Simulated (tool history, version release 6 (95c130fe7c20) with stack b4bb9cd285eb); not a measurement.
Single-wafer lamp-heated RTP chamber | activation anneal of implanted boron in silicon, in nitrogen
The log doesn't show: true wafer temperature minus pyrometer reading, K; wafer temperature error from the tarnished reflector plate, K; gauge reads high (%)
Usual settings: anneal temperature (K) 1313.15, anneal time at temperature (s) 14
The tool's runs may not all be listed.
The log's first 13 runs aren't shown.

run	hour	anneal temperature (K)	anneal time at temperature (s)	wafers since the last listed run	wafers since the last pyrometer calibration	wafers since the reflector plate was cleaned	hours since the gauge calibration	read-back reference wafer on the same gauge, sheet resistance	sheet resistance of the implanted and annealed layer (ohm/square)
14	394.2	1313.15	12	672	4319	3828	95.4	352.99	329.62
# hour 424: reflector plate cleaned
15	430.1	1313.15	14	721	5040	158	131.3	352.89	330.3
16	457.6	1340.15	20	710	5751	869	158.8	352.44	327.8
17	472.5	1313.15	14	385	6136	1254	173.7	352.12	328.24
# hour 480.5: pyrometer window cleaned and pyrometer calibrated
18	505.8	1297.15	17	654	654	1908	207	351.78	330.25
19	535.5	1298.15	9	767	1421	2676	236.7	351.24	331.28
20	552.2	1289.15	6	431	1853	3108	253.4	351.07	334.12
21	568.9	1313.15	14	431	2285	3539	270.1	350.7	327.62
22	581.8	1313.15	11	333	2618	3873	283	350.56	329.04
# hour 601.1: reflector plate cleaned
23	601.6	1298.15	14	305	2923	13	302.8	350.06	328.81
24	630.9	1297.15	10	757	3681	771	332.1	349.49	329.09
25	666	1313.15	7	907	4588	1678	367.2	348.73	326.84
26	683.9	1313.15	22	462	5051	2141	385.1	348.02	324.26
27	700.5	1313.15	14	429	5480	2570	401.7	347.55	324.36
# hour 713.7: pyrometer window cleaned and pyrometer calibrated
# hour 717.4: gauge calibrated
28	729.6	1313.15	14	545	410	3116	12.2	354.31	331.11
29	749.5	1288.15	10	514	924	3630	32.1	353.94	336.25

Run 30 comes next. What will it give?
30	770.7	1313.15	18	548	1472	4178	53.3	?	?

{"run 30": {"read-back reference wafer on the same gauge, sheet resistance": 353.76, "sheet resistance of the implanted and annealed layer (ohm/square)": 330.74}}
Without the tool's hidden state the same run would have given sheet resistance of the implanted and annealed layer (ohm/square) 329.88.
